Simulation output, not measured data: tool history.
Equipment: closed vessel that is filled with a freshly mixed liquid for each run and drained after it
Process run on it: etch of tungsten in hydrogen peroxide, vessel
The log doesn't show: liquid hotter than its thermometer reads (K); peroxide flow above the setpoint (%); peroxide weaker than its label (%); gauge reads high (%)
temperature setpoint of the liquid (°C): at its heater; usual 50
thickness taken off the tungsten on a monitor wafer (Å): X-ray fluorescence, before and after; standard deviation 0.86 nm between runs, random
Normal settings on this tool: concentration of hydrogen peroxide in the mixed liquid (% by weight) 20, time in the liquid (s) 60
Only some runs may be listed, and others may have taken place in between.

run     day  temperature setpoint of the liquid (°C)  concentration of hydrogen peroxide in the mixed liquid (% by weight)  time in the liquid (s)  wafers since the last listed run  hours since the thermometer was replaced  hours since the peroxide flow meter was replaced  hours since the drum of peroxide was connected  hours since the gauge calibration  read-back film thickness of the tungsten reference wafer, read on the same gauge (nm)  thickness taken off the tungsten on a monitor wafer (Å)
  1       0                                       50                                                                    20                      60                                 0                                       845                                            1185.5                                           303.4                               42.4                                                                                 140.01                                                   1675.8
  2   1.325                                       50                                                                    20                      60                              3895                                     876.8                                            1217.3                                           335.2                               74.2                                                                                 140.01                                                   1665.7
  3   2.783                                       50                                                                    20                      60                              4287                                     911.8                                            1252.3                                           370.2                              109.2                                                                                 139.99                                                   1677.4
  4   3.392                                       50                                                                    20                      60                              1788                                     926.4                                            1266.9                                           384.8                              123.8                                                                                 139.98                                                   1658.9
  5   4.988                                       54                                                                    20                      60                              4692                                     964.7                                            1305.2                                           423.1                              162.1                                                                                 140.02                                                   2129.1
  6   6.079                                       50                                                                    20                      60                              3209                                     990.9                                            1331.4                                           449.3                              188.3                                                                                    140                                                   1655.2
  7   7.429                                       50                                                                    20                      60                              3969                                    1023.3                                            1363.8                                           481.7                              220.7                                                                                 139.97                                                   1681.3
  8   7.975                                       50                                                                    20                      60                              1604                                    1036.4                                            1376.9                                           494.8                              233.8                                                                                 139.98                                                   1686.6
     10.017  -- peroxide flow meter replaced
  9  10.971                                       50                                                                    20                      60                              8686                                    1108.3                                              22.9                                           566.7                              305.7                                                                                 139.99                                                   1672.2
 10  11.788                                       50                                                                    20                      60                              2401                                    1127.9                                              42.5                                           586.3                              325.3                                                                                 140.02                                                   1684.9
 11  13.242                                       50                                                                    20                      60                              4275                                    1162.8                                              77.4                                           621.2                              360.2                                                                                 139.98                                                   1678.7
 12  13.946                                       50                                                                    20                      60                              2070                                    1179.7                                              94.3                                           638.1                              377.1                                                                                 140.01                                                   1683.5
     14.471  -- new drum of peroxide connected
 13  14.696                                       50                                                                    20                      60                              2082                                    1197.7                                             112.3                                             5.4                              395.1                                                                                 140.01                                                   1678.7
     15.208  -- thermometer replaced
     15.338  -- gauge calibrated
 14  15.396                                       50                                                                    20                      60                              1935                                       4.5                                             129.1                                            22.2                                1.4                                                                                 139.99                                                   1660.3
 15  16.358                                       50                                                                    20                      85                              2830                                      27.6                                             152.2                                            45.3                               24.5                                                                                 139.97                                                   2377.3
 16    17.1                                       50                                                                    18                      85                              2180                                      45.4                                               170                                            63.1                               42.3                                                                                 140.01                                                   2259.5
 17  17.742                                       50                                                                    20                      60                              1886                                      60.8                                             185.4                                            78.5                               57.7                                                                                 139.98                                                     1677
 18  19.104                                     53.5                                                                    20                      50                              4006                                      93.5                                             218.1                                           111.2                               90.4                                                                                 140.01                                                   1703.9
 19  20.258                                       50                                                                  18.5                      60                              3393                                     121.2                                             245.8                                           138.9                              118.1                                                                                    140                                                   1597.7
 20  21.712                                     42.5                                                                    20                      60                              4275                                     156.1                                             280.7                                           173.8                                153                                                                                 140.02                                                   1046.4

Predict the results of run 21:
 21  22.75                                     59.5                                                                    18                      30                              3050                                       181                                             305.6                                           198.7                              177.9                                                                                      ?                                                        ?

read-back film thickness of the tungsten reference wafer, read on the same gauge (nm): 139.99
thickness taken off the tungsten on a monitor wafer (Å): 1395.8
With the hidden condition absent and the run-to-run variation left alone, this run would have shown thickness taken off the tungsten on a monitor wafer (Å) 1395.8.
